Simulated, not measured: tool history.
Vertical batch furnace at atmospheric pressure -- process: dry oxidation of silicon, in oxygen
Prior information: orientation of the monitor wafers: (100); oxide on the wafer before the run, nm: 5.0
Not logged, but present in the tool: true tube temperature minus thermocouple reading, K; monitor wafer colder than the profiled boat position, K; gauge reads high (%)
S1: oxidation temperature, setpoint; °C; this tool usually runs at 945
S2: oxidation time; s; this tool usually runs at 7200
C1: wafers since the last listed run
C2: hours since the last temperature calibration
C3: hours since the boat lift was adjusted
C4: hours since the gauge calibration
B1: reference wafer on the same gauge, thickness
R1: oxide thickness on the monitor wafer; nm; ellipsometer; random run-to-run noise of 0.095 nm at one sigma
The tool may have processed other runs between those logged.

run	day	S1	S2	C1	C2	C3	C4	B1	R1
1	0.000	936	7200	0	3735.4	1979.0	79.1	50.16	38.84
2	1.088	936	7200	185	3761.5	2005.1	105.2	50.23	38.91
3	1.471	936	7200	65	3770.7	2014.3	114.4	50.18	38.84
4	2.283	931	7200	138	3790.2	2033.8	133.9	50.20	36.88
5	2.725	931	7200	75	3800.8	2044.4	144.5	50.22	36.96
6	3.421	945	7200	118	3817.5	2061.1	161.2	50.23	42.37
7	3.904	945	7200	82	3829.1	2072.7	172.8	50.17	42.50
8	4.271	945	7200	62	3837.9	2081.5	181.6	50.18	42.37
9	4.825	945	7200	94	3851.2	2094.8	194.9	50.21	42.44
10	5.396	945	7200	97	3864.9	2108.5	208.6	50.21	42.25
11	6.338	945	7200	160	3887.5	2131.1	231.2	50.21	42.36
12	7.200	945	7200	147	3908.2	2151.8	251.9	50.19	42.20
13	8.117	956	7200	156	3930.2	2173.8	273.9	50.22	47.15
14	8.996	945	7200	149	3951.3	2194.9	295.0	50.21	42.24
15	9.950	945	7200	162	3974.2	2217.8	317.9	50.20	42.16
# day 11.721: thermocouples replaced and temperature profile calibrated
16	11.742	945	9900	135	0.5	2260.8	360.9	50.21	52.92
17	12.000	921	3720	44	6.7	2267.0	367.1	50.19	21.87
18	12.338	927	5460	57	14.8	2275.1	375.2	50.20	29.40
19	13.188	945	4920	144	35.2	2295.5	395.6	50.17	32.54
# day 13.888: gauge calibrated
# day 14.788: boat lift adjusted
20	14.808	968	7200	105	74.1	0.5	22.1	50.19	53.92
21	15.067	945	7200	44	80.3	6.7	28.3	50.15	43.99
22	15.321	955	10530	43	86.4	12.8	34.4	50.17	63.67
23	16.158	945	9180	142	106.5	32.9	54.5	50.18	52.27
24	16.529	952	7200	63	115.4	41.8	63.4	50.23	47.04
25	17.162	945	7200	108	130.6	57.0	78.6	50.19	44.12
26	17.721	926	4770	95	144.0	70.4	92.0	50.19	27.75
27	18.425	960	4890	120	160.9	87.3	108.9	50.21	39.05
28	19.229	945	7200	137	180.2	106.6	128.2	50.24	44.02
29	19.812	955	10770	99	194.2	120.6	142.2	50.17	64.78
30	20.700	945	7200	151	215.5	141.9	163.5	50.19	44.02
31	21.492	957	10470	135	234.5	160.9	182.5	50.20	64.39
32	22.383	962	8850	152	255.9	182.3	203.9	50.18	59.61
33	23.183	959	10200	136	275.1	201.5	223.1	50.17	64.01

Predict each of these 4 candidate next runs independently; none follows another, all start after run 33:
A	23.442	945	7200	44	281.3	207.7	229.3	?	?
B	23.442	920	7200	44	281.3	207.7	229.3	?	?
C	23.442	926	7200	44	281.3	207.7	229.3	?	?
D	23.442	962	8640	44	281.3	207.7	229.3	?	?

run	B1	R1
A	50.17	44.04
B	50.17	34.26
C	50.17	36.36
D	50.17	58.63
Had the tool no hidden state, the same runs would have come out as:
run	R1
A	44.23
B	34.41
C	36.52
D	58.84
